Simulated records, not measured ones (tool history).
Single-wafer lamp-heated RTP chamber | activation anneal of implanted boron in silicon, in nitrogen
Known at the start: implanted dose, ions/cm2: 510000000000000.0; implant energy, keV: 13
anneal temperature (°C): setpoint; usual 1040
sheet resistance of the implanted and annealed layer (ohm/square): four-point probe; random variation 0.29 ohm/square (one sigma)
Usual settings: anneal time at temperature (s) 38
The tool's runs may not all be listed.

run	day	anneal temperature (°C)	anneal time at temperature (s)	wafers since the last listed run	wafers since the last pyrometer calibration	wafers since the reflector plate was cleaned	hours since the gauge calibration	read-back reference wafer on the same gauge, sheet resistance	sheet resistance of the implanted and annealed layer (ohm/square)
1	0.000	1040	27	0	2978	5137	489.7	215.05	196.44
2	0.833	1040	27	222	3201	5360	509.7	215.02	196.64
3	1.462	1040	27	167	3368	5527	524.8	214.96	197.03
4	2.742	1040	38	341	3710	5869	555.5	214.99	195.28
5	3.275	1040	48	142	3852	6011	568.3	214.95	195.28
6	4.733	1040	48	388	4241	6400	603.3	214.93	194.95
7	6.096	1040	38	363	4604	6763	636.0	215.05	195.22
8	7.321	1040	38	326	4931	7090	665.4	214.99	195.32
9	8.596	1040	38	340	5271	7430	696.0	214.94	195.14
# day 9.771: gauge calibrated
# day 9.833: pyrometer window cleaned and pyrometer calibrated
10	9.900	1040	38	258	17	7689	3.1	214.91	196.45
11	10.979	1016	38	287	305	7977	29.0	215.05	198.14
12	11.650	1040	38	178	484	8156	45.1	214.99	196.92
13	12.617	1040	38	257	742	8414	68.3	215.01	196.32
14	13.358	1067	56	197	940	8611	86.1	214.84	192.21
# day 16.092: reflector plate cleaned
15	17.421	1040	18	994	1934	354	183.6	214.91	198.39
16	18.242	1031	38	218	2153	573	203.3	214.98	197.19

The next listed run, before its measurement:
17	19.246	1040	23	267	2421	841	227.4	?	?

Run 17 gave read-back reference wafer on the same gauge, sheet resistance 215.01, sheet resistance of the implanted and annealed layer (ohm/square) 197.58.
Without the tool's hidden state the same run would have given sheet resistance of the implanted and annealed layer (ohm/square) 197.75.
